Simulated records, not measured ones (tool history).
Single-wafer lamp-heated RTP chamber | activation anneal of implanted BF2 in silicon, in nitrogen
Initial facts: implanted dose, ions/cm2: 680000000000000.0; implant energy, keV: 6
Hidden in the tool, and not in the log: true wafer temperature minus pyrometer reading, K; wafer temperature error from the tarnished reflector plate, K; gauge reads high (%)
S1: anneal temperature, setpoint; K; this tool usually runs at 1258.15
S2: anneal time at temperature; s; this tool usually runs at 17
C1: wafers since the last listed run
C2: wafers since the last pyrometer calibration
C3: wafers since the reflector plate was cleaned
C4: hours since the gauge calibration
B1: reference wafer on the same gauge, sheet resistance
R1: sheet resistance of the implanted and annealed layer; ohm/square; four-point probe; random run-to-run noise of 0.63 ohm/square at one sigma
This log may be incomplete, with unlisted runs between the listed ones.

run	hour	S1	S2	C1	C2	C3	C4	B1	R1
1	0.0	1258.15	17	0	2266	4577	159.5	364.97	305.89
2	6.3	1258.15	17	67	2333	4644	165.8	364.89	305.77
3	30.3	1239.15	17	255	2589	4899	189.8	365.00	369.19
4	45.0	1239.15	17	156	2745	5056	204.5	364.95	370.21
5	56.0	1239.15	17	117	2862	5173	215.5	364.93	368.23
6	67.0	1258.15	19	117	2979	5290	226.5	364.97	297.59
7	81.3	1258.15	15	152	3131	5442	240.8	365.10	314.07
8	89.4	1258.15	15	86	3218	5528	248.9	365.04	314.11
9	98.0	1258.15	17	91	3309	5620	257.5	365.02	303.70
# hour 144.3: reflector plate cleaned
10	147.9	1258.15	17	445	3755	38	307.4	365.02	310.81
11	162.1	1258.15	15	151	3906	189	321.6	364.91	318.15
12	179.7	1239.15	17	187	4093	376	339.2	364.94	377.72
13	197.5	1237.15	10	189	4283	566	357.0	365.17	430.31
# hour 204.7: gauge calibrated
# hour 209.6: pyrometer window cleaned and pyrometer calibrated
14	210.1	1228.15	17	48	5	615	5.4	364.97	422.10
15	221.7	1274.15	17	123	128	738	17.0	365.15	275.77
16	233.8	1269.15	20	128	257	867	29.1	364.95	274.55
17	248.8	1237.15	9	159	417	1026	44.1	365.15	439.05
18	257.7	1269.15	22	94	511	1121	53.0	364.94	270.57
19	279.2	1258.15	17	228	740	1350	74.5	365.00	309.47
20	290.6	1228.15	17	121	861	1471	85.9	365.03	422.64
21	299.0	1242.15	24	89	951	1561	94.3	364.85	334.30

Across each entry between runs, compare the hidden state at the last listed run before it with the hidden state at the first listed run after it:
After run 9, before run 10: reflector plate cleaned (hour 144.3)
  wafer temperature error from the tarnished reflector plate, K: 2.07 -> 0.0554
  measured result minus the result with no hidden state, R1: -5.59 -> -0.16 ohm/square
After run 13, before run 14: gauge calibrated (hour 204.7); pyrometer window cleaned and pyrometer calibrated (hour 209.6)
  wafer temperature error from the tarnished reflector plate, K: 0.231 -> 0.276
  measured result minus the result with no hidden state, R1: -0.99 -> -1.23 ohm/square
